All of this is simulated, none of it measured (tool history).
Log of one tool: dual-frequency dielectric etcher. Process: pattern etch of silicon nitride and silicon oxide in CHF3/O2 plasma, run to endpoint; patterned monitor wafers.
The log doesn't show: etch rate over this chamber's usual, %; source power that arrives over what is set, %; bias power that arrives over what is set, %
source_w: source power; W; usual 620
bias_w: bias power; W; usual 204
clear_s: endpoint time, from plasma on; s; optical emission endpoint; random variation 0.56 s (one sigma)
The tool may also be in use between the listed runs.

run,day,source_w,bias_w,wafers since the last listed run,hours since the last wet clean,hours since the last source power generator calibration,hours since the last bias power generator calibration,hours since the last upper electrode change,"incoming incoming film thickness, nm",clear_s
1,0,620,204,0,37.2,1922.8,3257.3,4526.8,243.8,148.3
2,3.975,620,204,883,132.6,2018.2,3352.7,4622.2,245.5,149
3,7.283,570,174,735,212,2097.6,3432.1,4701.6,241.8,154.9
4,11.729,620,204,987,318.7,2204.3,3538.8,4808.3,244.4,147.5
5,15.6,620,204,860,411.6,2297.2,3631.7,4901.2,242.1,145.2
6,17.217,620,204,359,450.4,2336,3670.5,4940,240.9,145.2
# day 19.458: source power generator calibrated
7,20.483,620,204,688,528.8,24.6,3748.9,5018.4,242.1,144.8
8,24.033,620,204,788,614,109.8,3834.1,5103.6,242.3,144.6
9,26.825,620,204,620,681,176.8,3901.1,5170.6,245.1,146.1
# day 29.621: wet clean of the chamber, repeated, since the last time left the tool worse
10,29.642,620,204,403,0.5,244.4,3968.7,5238.2,244.1,152.9
11,38.617,620,232,1994,215.9,459.8,4184.1,5453.6,243.7,146.8
# day 40.729: upper electrode replaced
12,40.75,620,232,251,267.1,511,4235.3,0.5,244.2,147.2
# day 54.379: wet clean of the chamber
13,54.4,620,204,2810,0.5,838.6,4562.9,328.1,246.6,154.1
14,56.188,460,227,397,43.4,881.5,4605.8,371,241.6,159.1
15,59.488,710,176,733,122.6,960.7,4685,450.2,241.1,149
16,61.379,620,204,420,168,1006.1,4730.4,495.6,242.8,150.7
17,64.512,530,242,696,243.2,1081.3,4805.6,570.8,243.4,151.1
# day 66.204: bias power generator calibrated
18,68.883,570,241,934,348.1,1186.2,64.3,675.7,245.2,147.6
19,72.242,620,155,746,428.7,1266.8,144.9,756.3,242.4,161.6
20,74.608,620,204,525,485.5,1323.6,201.7,813.1,244.3,150.6
21,76.738,760,231,473,536.6,1374.7,252.8,864.2,241.8,136.2
# day 80.729: wet clean of the chamber
22,80.75,620,204,669,0.5,1471,349.1,960.5,243.8,153
23,81.896,620,204,254,28,1498.5,376.6,988,244.6,153.7
24,83.938,520,189,453,77,1547.5,425.6,1037,241.4,160.8
25,86.308,520,204,526,133.9,1604.4,482.5,1093.9,243.4,159.2
26,89.833,620,155,783,218.5,1689,567.1,1178.5,244.3,163.1
27,92.104,620,253,504,273,1743.5,621.6,1233,243.8,143.6
28,94.65,570,241,565,334.1,1804.6,682.7,1294.1,243.7,148.7
29,99.062,700,204,980,440,1910.5,788.6,1400,242.5,145.2
# day 100.988: source power generator calibrated
30,101.008,620,204,395,486.7,0.5,835.3,1446.7,243.7,151
# day 104.462: wet clean of the chamber
31,104.717,620,164,601,6.1,89.5,924.3,1535.7,242,161.6
32,106.733,570,204,448,54.5,137.9,972.7,1584.1,242,155.5
33,109.192,700,249,546,113.5,196.9,1031.7,1643.1,245,140.4
34,112.288,520,160,687,187.8,271.2,1106,1717.4,242.2,169.2
35,114.154,620,204,414,232.6,316,1150.8,1762.2,243.8,152.6

Forecast each of these 3 alternatives for the next run:
A,114.175,720,204,4,233.1,316.5,1151.3,1762.7,242.6,?
B,114.175,680,180,4,233.1,316.5,1151.3,1762.7,242.6,?
C,114.175,540,243,4,233.1,316.5,1151.3,1762.7,242.6,?

run,clear_s
A,145.3
B,152.4
C,150.6
Without the tool's hidden state the same runs would have given:
run,clear_s
A,145.8
B,152.9
C,151.1
